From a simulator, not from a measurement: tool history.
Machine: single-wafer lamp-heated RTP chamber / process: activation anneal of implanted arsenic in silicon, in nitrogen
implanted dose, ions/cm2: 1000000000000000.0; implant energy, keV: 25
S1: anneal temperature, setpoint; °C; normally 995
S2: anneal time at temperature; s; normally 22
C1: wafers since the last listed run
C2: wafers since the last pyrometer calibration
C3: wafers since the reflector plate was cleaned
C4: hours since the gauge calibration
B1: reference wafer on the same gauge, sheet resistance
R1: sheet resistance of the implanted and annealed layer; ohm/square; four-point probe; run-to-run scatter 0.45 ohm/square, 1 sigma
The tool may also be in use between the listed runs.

run	hour	S1	S2	C1	C2	C3	C4	B1	R1
1	0	995	17	0	2765	9550	945.4	117.92	114.05
2	18.8	995	16	173	2939	9724	964.2	117.96	114.34
# hour 31.1: pyrometer window cleaned and pyrometer calibrated
3	64.4	995	16	347	307	10071	1009.8	117.98	114.71
4	82.2	995	31	164	472	10236	1027.6	117.92	109.81
5	107	995	22	229	701	10465	1052.4	118	112.07
6	126.6	995	22	181	882	10646	1072	118.03	112.01
7	162.6	995	22	332	1214	10979	1108	117.96	111.72
8	195.1	979	12	300	1515	11279	1140.5	117.83	119.9
9	208.4	979	12	122	1637	11402	1153.8	118.01	120.86
10	230	979	12	199	1837	11601	1175.4	118.05	119.27
11	260.2	986	22	278	2116	11880	1205.6	117.99	114.27
# hour 287.2: gauge calibrated
12	288	986	22	256	2373	12137	0.8	118.02	114.15
# hour 333.6: pyrometer window cleaned and pyrometer calibrated
# hour 335.3: reflector plate cleaned
13	348.5	979	22	469	121	121	61.3	118.01	118.17
14	383.4	979	22	322	444	444	96.2	118.05	116.44
15	412.2	976	11	266	710	710	125	117.97	122.61
16	504.4	1011	29	851	1562	1562	217.2	117.91	108.71
17	537.2	995	22	303	1865	1865	250	118.01	113.94
18	568.3	995	22	287	2152	2152	281.1	118	113.16
19	595.7	995	22	253	2405	2405	308.5	117.98	113.6
20	612.3	995	22	153	2558	2558	325.1	118.04	113.5
21	626.3	995	22	129	2688	2688	339.1	118.01	112.7
# hour 648.1: pyrometer window cleaned and pyrometer calibrated
22	648.6	1019	18	132	4	2820	361.4	117.99	109.65
23	656.2	1023	29	70	74	2890	369	118.01	107.07
24	671.8	995	22	144	218	3034	384.6	117.92	113.21
25	704.8	981	18	304	523	3339	417.6	117.97	117.61
26	729.9	965	33	231	755	3571	442.7	118.04	117.26
27	747.7	995	22	164	920	3735	460.5	117.99	113.47
28	761.2	1012	16	124	1044	3860	474	118.11	111.78
29	774.7	983	28	124	1169	3985	487.5	118.01	114.01
30	810.4	979	30	329	1499	4315	523.2	118.13	113.96
31	834.3	1010	22	220	1720	4535	547.1	117.84	110.47
32	850.3	975	16	147	1867	4683	563.1	118.11	119.81
33	865.1	995	11	136	2004	4820	577.9	117.99	116.83
34	893.1	995	22	258	2263	5079	605.9	117.91	113.41
35	906.9	1015	22	127	2390	5206	619.7	118.03	109.29
36	927.3	995	31	188	2579	5395	640.1	118.08	110.83
37	944.3	1014	26	157	2736	5552	657.1	117.97	108.42
38	971.6	1018	34	252	2988	5804	684.4	118.06	105.54

Each row is a separate what-if for the run after 38, all from the same tool condition, not one after another. Results?
A	972	995	22	3	2992	5808	684.8	?	?
B	972	1009	10	3	2992	5808	684.8	?	?
C	972	1018	22	3	2992	5808	684.8	?	?

run	B1	R1
A	118.06	112.38
B	118.06	115.28
C	118.06	108.56
The same runs, with their run-to-run variation unchanged, on a tool lacking any hidden condition would have given:
run	R1
A	113.29
B	116.12
C	109.29

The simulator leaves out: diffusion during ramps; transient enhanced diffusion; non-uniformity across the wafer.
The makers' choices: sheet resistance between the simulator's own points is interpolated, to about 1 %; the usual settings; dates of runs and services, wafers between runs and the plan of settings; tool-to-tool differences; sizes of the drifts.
